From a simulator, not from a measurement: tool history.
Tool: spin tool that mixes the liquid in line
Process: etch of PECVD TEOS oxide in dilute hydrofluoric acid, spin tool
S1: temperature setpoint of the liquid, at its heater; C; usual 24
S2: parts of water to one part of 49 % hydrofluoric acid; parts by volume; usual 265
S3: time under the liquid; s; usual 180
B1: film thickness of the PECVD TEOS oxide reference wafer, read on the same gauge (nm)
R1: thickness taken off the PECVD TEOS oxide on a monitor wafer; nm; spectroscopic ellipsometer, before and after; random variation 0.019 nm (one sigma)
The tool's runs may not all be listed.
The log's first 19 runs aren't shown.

{"run": 20, "day": 57.142, "S1": 27, "S2": 225, "S3": 180, "B1": 80.021, "R1": 5.714}
{"day": 59.892, "done": "thermometer replaced"}
{"run": 21, "day": 60.004, "S1": 24, "S2": 265, "S3": 180, "B1": 80.015, "R1": 4.168}
{"day": 61.162, "done": "gauge calibrated"}
{"run": 22, "day": 61.454, "S1": 27.5, "S2": 160, "S3": 75, "B1": 80, "R1": 3.686}
{"run": 23, "day": 68.588, "S1": 24, "S2": 345, "S3": 180, "B1": 80.009, "R1": 2.978}
{"run": 24, "day": 72.417, "S1": 24, "S2": 265, "S3": 180, "B1": 80.002, "R1": 4.162}
{"run": 25, "day": 74.912, "S1": 19.5, "S2": 265, "S3": 180, "B1": 79.995, "R1": 3.555}
{"run": 26, "day": 77.667, "S1": 20.5, "S2": 265, "S3": 180, "B1": 79.953, "R1": 3.709}
{"run": 27, "day": 79.079, "S1": 26, "S2": 265, "S3": 180, "B1": 79.983, "R1": 4.462}
{"run": 28, "day": 80.675, "S1": 22, "S2": 225, "S3": 275, "B1": 79.971, "R1": 7.336}
{"run": 29, "day": 83.379, "S1": 26.5, "S2": 265, "S3": 180, "B1": 80.002, "R1": 4.573}
{"run": 30, "day": 85.888, "S1": 24, "S2": 330, "S3": 240, "B1": 80.025, "R1": 4.197}
{"run": 31, "day": 87.617, "S1": 21.5, "S2": 150, "S3": 180, "B1": 79.984, "R1": 7.564}

4 ways to go on from here, each from the tool as it stands after run 31. What would each give?
{"run": "A", "day": 87.638, "S1": 24, "S2": 265, "S3": 180, "B1": "?", "R1": "?"}
{"run": "B", "day": 87.638, "S1": 28.5, "S2": 220, "S3": 290, "B1": "?", "R1": "?"}
{"run": "C", "day": 87.638, "S1": 24, "S2": 365, "S3": 140, "B1": "?", "R1": "?"}
{"run": "D", "day": 87.638, "S1": 22, "S2": 195, "S3": 180, "B1": "?", "R1": "?"}

run=A B1=80.007 R1=4.169
run=B B1=80.007 R1=9.945
run=C B1=80.007 R1=2.139
run=D B1=80.007 R1=5.654
Without the tool's hidden state the same runs would have given:
run=A R1=4.169
run=B R1=9.945
run=C R1=2.139
run=D R1=5.654
